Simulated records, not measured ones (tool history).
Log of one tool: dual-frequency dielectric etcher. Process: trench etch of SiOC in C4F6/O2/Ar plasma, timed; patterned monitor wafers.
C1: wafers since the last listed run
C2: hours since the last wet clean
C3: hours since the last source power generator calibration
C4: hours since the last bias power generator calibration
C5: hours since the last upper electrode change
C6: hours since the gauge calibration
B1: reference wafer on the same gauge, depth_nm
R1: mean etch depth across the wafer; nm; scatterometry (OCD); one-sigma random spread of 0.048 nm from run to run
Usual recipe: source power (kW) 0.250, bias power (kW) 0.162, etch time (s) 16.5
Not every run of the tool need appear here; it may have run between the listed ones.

Run 1, hour 0.0: usual settings but source power (kW) 0.290; C1 0; C2 459.5; C3 3316.0; C4 1155.6; C5 3240.5; C6 853.0; B1 23.91. Result: R1 29.52 nm.
At hour 13.9: wet clean of the chamber.
Run 2, hour 55.1: usual settings but source power (kW) 0.290; C1 631; C2 41.2; C3 3371.1; C4 1210.7; C5 3295.6; C6 908.1; B1 23.90. Result: R1 29.56 nm.
Run 3, hour 218.0: usual settings but source power (kW) 0.290; C1 2496; C2 204.1; C3 3534.0; C4 1373.6; C5 3458.5; C6 1071.0; B1 23.90. Result: R1 29.54 nm.
Run 4, hour 286.0: usual settings; C1 1042; C2 272.1; C3 3602.0; C4 1441.6; C5 3526.5; C6 1139.0; B1 23.91. Result: R1 27.16 nm.
Run 5, hour 342.9: usual settings; C1 872; C2 329.0; C3 3658.9; C4 1498.5; C5 3583.4; C6 1195.9; B1 23.90. Result: R1 27.07 nm.
Run 6, hour 397.1: usual settings; C1 830; C2 383.2; C3 3713.1; C4 1552.7; C5 3637.6; C6 1250.1; B1 23.91. Result: R1 27.11 nm.
At hour 433.1: wet clean of the chamber.
Run 7, hour 433.6: usual settings; C1 191; C2 0.5; C3 3749.6; C4 1589.2; C5 3674.1; C6 1286.6; B1 23.89. Result: R1 27.10 nm.
Run 8, hour 499.9: usual settings; C1 1016; C2 66.8; C3 3815.9; C4 1655.5; C5 3740.4; C6 1352.9; B1 23.90. Result: R1 27.16 nm.
At hour 546.1: bias power generator calibrated.
Run 9, hour 560.9: usual settings; C1 873; C2 127.8; C3 3876.9; C4 14.8; C5 3801.4; C6 1413.9; B1 23.91. Result: R1 26.98 nm.
Run 10, hour 632.3: usual settings but source power (kW) 0.280, bias power (kW) 0.178; C1 1094; C2 199.2; C3 3948.3; C4 86.2; C5 3872.8; C6 1485.3; B1 23.90. Result: R1 29.18 nm.
Run 11, hour 701.6: usual settings but source power (kW) 0.230; C1 1062; C2 268.5; C3 4017.6; C4 155.5; C5 3942.1; C6 1554.6; B1 23.91. Result: R1 25.57 nm.
At hour 848.7: upper electrode replaced.
At hour 851.4: gauge calibrated.
At hour 865.3: source power generator calibrated.
Run 12, hour 869.7: usual settings but source power (kW) 0.290, bias power (kW) 0.198, etch time (s) 20.0; C1 2147; C2 436.6; C3 4.4; C4 323.6; C5 21.0; C6 18.3; B1 23.90. Result: R1 37.68 nm.
At hour 923.2: wet clean of the chamber.
Run 13, hour 1028.7: usual settings but source power (kW) 0.280, bias power (kW) 0.134; C1 2069; C2 105.5; C3 163.4; C4 482.6; C5 180.0; C6 177.3; B1 23.91. Result: R1 28.18 nm.
Run 14, hour 1087.5: usual settings but source power (kW) 0.310, etch time (s) 14.5; C1 901; C2 164.3; C3 222.2; C4 541.4; C5 238.8; C6 236.1; B1 23.90. Result: R1 27.16 nm.
Run 15, hour 1123.3: usual settings but source power (kW) 0.220, etch time (s) 13.0; C1 548; C2 200.1; C3 258.0; C4 577.2; C5 274.6; C6 271.9; B1 23.91. Result: R1 20.02 nm.
Run 16, hour 1298.9: usual settings but bias power (kW) 0.175; C1 2691; C2 375.7; C3 433.6; C4 752.8; C5 450.2; C6 447.5; B1 23.90. Result: R1 27.85 nm.
Run 17, hour 1366.8: usual settings but source power (kW) 0.280, bias power (kW) 0.197, etch time (s) 12.5; C1 1040; C2 443.6; C3 501.5; C4 820.7; C5 518.1; C6 515.4; B1 23.92. Result: R1 23.14 nm.

Consider 5 possible next runs. They are alternatives, not a sequence: every one starts from the tool as it was left by run 17. What does each give?
Run A, hour 1367.2: usual settings but bias power (kW) 0.144; C1 6; C2 444.0; C3 501.9; C4 821.1; C5 518.5; C6 515.8; B1 ?. Result: R1 ?.
Run B, hour 1367.2: usual settings but bias power (kW) 0.149, etch time (s) 18.0; C1 6; C2 444.0; C3 501.9; C4 821.1; C5 518.5; C6 515.8; B1 ?. Result: R1 ?.
Run C, hour 1367.2: usual settings but bias power (kW) 0.143; C1 6; C2 444.0; C3 501.9; C4 821.1; C5 518.5; C6 515.8; B1 ?. Result: R1 ?.
Run D, hour 1367.2: usual settings but source power (kW) 0.290, bias power (kW) 0.142, etch time (s) 19.0; C1 6; C2 444.0; C3 501.9; C4 821.1; C5 518.5; C6 515.8; B1 ?. Result: R1 ?.
Run E, hour 1367.2: usual settings but source power (kW) 0.310, bias power (kW) 0.132, etch time (s) 19.5; C1 6; C2 444.0; C3 501.9; C4 821.1; C5 518.5; C6 515.8; B1 ?. Result: R1 ?.

run     B1     R1
  A  23.89  26.80
  B  23.89  29.44
  C  23.89  26.77
  D  23.89  33.47
  E  23.89  35.13
What these runs would have given with no unlogged condition in the tool:
run     R1
  A  26.63
  B  29.25
  C  26.60
  D  33.26
  E  34.91

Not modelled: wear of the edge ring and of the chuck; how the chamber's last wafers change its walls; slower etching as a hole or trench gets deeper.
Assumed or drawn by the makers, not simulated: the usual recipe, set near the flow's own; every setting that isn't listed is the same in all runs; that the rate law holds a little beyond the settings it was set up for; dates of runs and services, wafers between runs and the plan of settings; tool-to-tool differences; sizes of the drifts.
